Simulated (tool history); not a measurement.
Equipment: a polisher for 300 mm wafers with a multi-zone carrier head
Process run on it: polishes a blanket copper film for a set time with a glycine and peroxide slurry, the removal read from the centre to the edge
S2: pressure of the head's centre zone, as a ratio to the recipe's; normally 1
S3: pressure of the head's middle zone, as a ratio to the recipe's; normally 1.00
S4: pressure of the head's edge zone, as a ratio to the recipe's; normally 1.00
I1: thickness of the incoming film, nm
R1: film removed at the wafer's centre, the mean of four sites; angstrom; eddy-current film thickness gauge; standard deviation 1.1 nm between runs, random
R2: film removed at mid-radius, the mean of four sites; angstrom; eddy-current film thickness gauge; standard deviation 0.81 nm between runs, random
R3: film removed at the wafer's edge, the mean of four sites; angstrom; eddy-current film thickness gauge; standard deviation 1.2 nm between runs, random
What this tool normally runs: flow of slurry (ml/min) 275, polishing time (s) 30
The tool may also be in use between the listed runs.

run 1 hour=0.0 | flow_of_slurry_(ml/min)=275 S2=1 S3=1.00 S4=0.98 polishing_time_(s)=30 | I1=1644.2 | R1=831 R2=812 R3=783
-- hour=1.8 worn pad replaced by a new one
-- hour=154.8 slurry nozzle cleaned
-- hour=236.0 worn pad replaced by a new one
run 2 hour=257.8 | flow_of_slurry_(ml/min)=275 S2=1 S3=1.00 S4=0.98 polishing_time_(s)=30 | I1=1639.3 | R1=896 R2=812 R3=805
run 3 hour=346.4 | flow_of_slurry_(ml/min)=275 S2=1 S3=1.00 S4=0.98 polishing_time_(s)=30 | I1=1627.3 | R1=877 R2=807 R3=813
run 4 hour=382.6 | flow_of_slurry_(ml/min)=275 S2=1 S3=1.00 S4=0.92 polishing_time_(s)=30 | I1=1629.1 | R1=897 R2=807 R3=786
run 5 hour=420.5 | flow_of_slurry_(ml/min)=275 S2=1 S3=1.00 S4=1.00 polishing_time_(s)=30 | I1=1635.7 | R1=876 R2=814 R3=817
-- hour=489.4 worn pad replaced by a new one
run 6 hour=489.9 | flow_of_slurry_(ml/min)=205 S2=1 S3=1.00 S4=1.00 polishing_time_(s)=30 | I1=1652.0 | R1=866 R2=795 R3=787
-- hour=578.4 edge zone pressure recalibrated
run 7 hour=583.3 | flow_of_slurry_(ml/min)=205 S2=1 S3=1.00 S4=1.00 polishing_time_(s)=30 | I1=1642.7 | R1=882 R2=783 R3=797
run 8 hour=662.5 | flow_of_slurry_(ml/min)=205 S2=1 S3=1.00 S4=1.00 polishing_time_(s)=30 | I1=1660.6 | R1=849 R2=791 R3=787

Forecast run 9:
-- hour=712.9 worn pad replaced by a new one
run 9 hour=770.4 | flow_of_slurry_(ml/min)=275 S2=1 S3=0.88 S4=1.00 polishing_time_(s)=30 | I1=1635.6 | R1=? R2=? R3=?

For run 9 the tool returned R1 927 angstrom, R2 745 angstrom, R3 806 angstrom.
Were there no unlogged condition in the tool, this run, its random variation unchanged, would have produced R1 850 angstrom, R2 746 angstrom, R3 806 angstrom.

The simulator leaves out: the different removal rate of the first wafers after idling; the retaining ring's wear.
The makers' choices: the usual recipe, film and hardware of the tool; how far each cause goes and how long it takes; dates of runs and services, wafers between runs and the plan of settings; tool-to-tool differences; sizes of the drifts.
